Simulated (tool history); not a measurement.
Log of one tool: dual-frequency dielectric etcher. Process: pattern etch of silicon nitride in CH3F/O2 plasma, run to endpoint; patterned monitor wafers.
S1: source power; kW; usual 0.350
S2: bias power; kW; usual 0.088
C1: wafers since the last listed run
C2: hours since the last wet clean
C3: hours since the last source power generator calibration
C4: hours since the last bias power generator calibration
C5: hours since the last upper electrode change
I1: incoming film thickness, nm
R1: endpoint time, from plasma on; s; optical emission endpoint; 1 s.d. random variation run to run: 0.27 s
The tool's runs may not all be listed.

Run 1, hour 0.0: usual settings but S1 0.400 kW; C1 0; C2 180.9; C3 4061.3; C4 3050.9; C5 1849.3; I1 79.4. Result: R1 86.8 s.
Run 2, hour 15.9: usual settings but S1 0.400 kW; C1 155; C2 196.8; C3 4077.2; C4 3066.8; C5 1865.2; I1 78.5. Result: R1 85.8 s.
Run 3, hour 37.5: usual settings but S1 0.400 kW; C1 210; C2 218.4; C3 4098.8; C4 3088.4; C5 1886.8; I1 78.8. Result: R1 86.4 s.
Run 4, hour 54.3: usual settings; C1 164; C2 235.2; C3 4115.6; C4 3105.2; C5 1903.6; I1 78.3. Result: R1 89.6 s.
Run 5, hour 94.7: usual settings; C1 394; C2 275.6; C3 4156.0; C4 3145.6; C5 1944.0; I1 78.1. Result: R1 90.0 s.
Run 6, hour 133.6: usual settings; C1 379; C2 314.5; C3 4194.9; C4 3184.5; C5 1982.9; I1 79.1. Result: R1 90.6 s.
Run 7, hour 146.8: usual settings; C1 128; C2 327.7; C3 4208.1; C4 3197.7; C5 1996.1; I1 79.0. Result: R1 90.2 s.
Run 8, hour 181.3: usual settings but S1 0.300 kW; C1 336; C2 362.2; C3 4242.6; C4 3232.2; C5 2030.6; I1 78.9. Result: R1 96.4 s.
Run 9, hour 212.5: usual settings but S1 0.300 kW; C1 304; C2 393.4; C3 4273.8; C4 3263.4; C5 2061.8; I1 79.5. Result: R1 97.0 s.
At hour 217.3: source power generator calibrated.
At hour 261.5: wet clean of the chamber.
At hour 262.7: bias power generator calibrated.
Run 10, hour 263.2: usual settings; C1 210; C2 1.7; C3 45.9; C4 0.5; C5 2112.5; I1 78.8. Result: R1 91.0 s.
Run 11, hour 273.5: usual settings; C1 100; C2 12.0; C3 56.2; C4 10.8; C5 2122.8; I1 78.7. Result: R1 91.0 s.
At hour 306.3: upper electrode replaced.
Run 12, hour 306.8: usual settings; C1 90; C2 45.3; C3 89.5; C4 44.1; C5 0.5; I1 79.0. Result: R1 91.1 s.
Run 13, hour 318.3: usual settings; C1 112; C2 56.8; C3 101.0; C4 55.6; C5 12.0; I1 78.4. Result: R1 90.2 s.
Run 14, hour 349.5: usual settings but S1 0.430 kW, S2 0.096 kW; C1 304; C2 88.0; C3 132.2; C4 86.8; C5 43.2; I1 79.6. Result: R1 82.6 s.
Run 15, hour 364.1: usual settings; C1 142; C2 102.6; C3 146.8; C4 101.4; C5 57.8; I1 79.1. Result: R1 91.5 s.
Run 16, hour 389.3: usual settings but S1 0.300 kW, S2 0.081 kW; C1 246; C2 127.8; C3 172.0; C4 126.6; C5 83.0; I1 78.9. Result: R1 98.9 s.
Run 17, hour 413.6: usual settings; C1 237; C2 152.1; C3 196.3; C4 150.9; C5 107.3; I1 78.5. Result: R1 90.5 s.
Run 18, hour 429.2: usual settings but S2 0.096 kW; C1 152; C2 167.7; C3 211.9; C4 166.5; C5 122.9; I1 78.9. Result: R1 89.4 s.
Run 19, hour 452.7: usual settings but S1 0.410 kW, S2 0.081 kW; C1 229; C2 191.2; C3 235.4; C4 190.0; C5 146.4; I1 78.6. Result: R1 86.7 s.
Run 20, hour 487.3: usual settings; C1 337; C2 225.8; C3 270.0; C4 224.6; C5 181.0; I1 79.5. Result: R1 91.5 s.
Run 21, hour 515.4: usual settings but S1 0.260 kW, S2 0.077 kW; C1 274; C2 253.9; C3 298.1; C4 252.7; C5 209.1; I1 78.7. Result: R1 104.8 s.
Run 22, hour 538.5: usual settings but S1 0.310 kW, S2 0.105 kW; C1 225; C2 277.0; C3 321.2; C4 275.8; C5 232.2; I1 78.0. Result: R1 90.0 s.
Run 23, hour 569.2: usual settings but S2 0.101 kW; C1 299; C2 307.7; C3 351.9; C4 306.5; C5 262.9; I1 78.8. Result: R1 87.3 s.
Run 24, hour 637.4: usual settings but S2 0.070 kW; C1 666; C2 375.9; C3 420.1; C4 374.7; C5 331.1; I1 78.8. Result: R1 94.5 s.
Run 25, hour 666.3: usual settings but S1 0.270 kW; C1 282; C2 404.8; C3 449.0; C4 403.6; C5 360.0; I1 78.6. Result: R1 100.0 s.

Below, some changes in R1 between adjacent runs. For each, the amount present without the hidden state too (settings, incoming material, random variation) and the amount remaining for the hidden state with gauge scatter not shared by both compared results:
Hidden state present: etch rate over this chamber's usual, %; source power that arrives over what is set, %; bias power that arrives over what is set, %.
Run 8 -> 9: no setting touched and nothing written in the log between the runs. R1 +0.6 s: hidden state -0.2, all else +0.8.
Run 9 -> 10: S1 0.300 -> 0.350, source power generator calibrated, wet clean of the chamber, bias power generator calibrated. R1 -6.0 s: hidden state +1.0, all else -7.0.
Run 20 -> 21: S1 0.350 -> 0.260, S2 0.088 -> 0.077. R1 +13.3 s: hidden state -0.1, all else +13.4.
Run 21 -> 22: S1 0.260 -> 0.310, S2 0.077 -> 0.105. R1 -14.8 s: hidden state -0.1, all else -14.7.
